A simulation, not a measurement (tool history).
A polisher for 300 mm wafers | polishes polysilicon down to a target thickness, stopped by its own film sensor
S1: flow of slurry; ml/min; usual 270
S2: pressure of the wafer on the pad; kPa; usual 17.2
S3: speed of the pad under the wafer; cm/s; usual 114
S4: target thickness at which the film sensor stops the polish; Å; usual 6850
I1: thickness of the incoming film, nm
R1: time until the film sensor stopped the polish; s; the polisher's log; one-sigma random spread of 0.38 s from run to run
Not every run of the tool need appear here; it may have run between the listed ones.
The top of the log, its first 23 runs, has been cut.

run 24 day=21.108 | S1=360 S2=17.2 S3=114 S4=6850 | I1=1110.2 | R1=45.4
run 25 day=21.875 | S1=270 S2=22.1 S3=114 S4=5460 | I1=1114.3 | R1=48.9
run 26 day=23.196 | S1=335 S2=17.2 S3=114 S4=6430 | I1=1114.5 | R1=51.7
run 27 day=24.854 | S1=270 S2=17.2 S3=96 S4=7420 | I1=1125.3 | R1=52.9
run 28 day=25.546 | S1=270 S2=17.2 S3=114 S4=7960 | I1=1113.8 | R1=37.7
-- day=26.088 worn pad replaced by a new one
run 29 day=27.025 | S1=270 S2=13.1 S3=114 S4=7620 | I1=1105.0 | R1=49.5
run 30 day=28.404 | S1=350 S2=17.2 S3=134 S4=6470 | I1=1112.4 | R1=43.0
run 31 day=28.908 | S1=270 S2=17.2 S3=114 S4=6850 | I1=1096.4 | R1=44.8
run 32 day=29.629 | S1=245 S2=13.8 S3=154 S4=6850 | I1=1112.7 | R1=45.0
run 33 day=30.312 | S1=220 S2=22.1 S3=80 S4=7380 | I1=1108.5 | R1=46.9
run 34 day=31.229 | S1=270 S2=17.2 S3=126 S4=6850 | I1=1123.8 | R1=45.8
-- day=32.292 worn pad replaced by a new one
run 35 day=32.625 | S1=270 S2=17.2 S3=114 S4=6850 | I1=1099.6 | R1=45.3

3 ways to go on from here, each from the tool as it stands after run 35. What would each give?
run A day=32.642 | S1=270 S2=22.1 S3=114 S4=6850 | I1=1089.9 | R1=?
run B day=32.642 | S1=270 S2=17.2 S3=114 S4=6320 | I1=1089.9 | R1=?
run C day=32.642 | S1=205 S2=20.7 S3=114 S4=7670 | I1=1089.9 | R1=?

run=A R1=34.5
run=B R1=49.9
run=C R1=30.4
With the hidden condition removed and each run's random variation left untouched, the same runs would have given:
run=A R1=34.3
run=B R1=49.7
run=C R1=30.2

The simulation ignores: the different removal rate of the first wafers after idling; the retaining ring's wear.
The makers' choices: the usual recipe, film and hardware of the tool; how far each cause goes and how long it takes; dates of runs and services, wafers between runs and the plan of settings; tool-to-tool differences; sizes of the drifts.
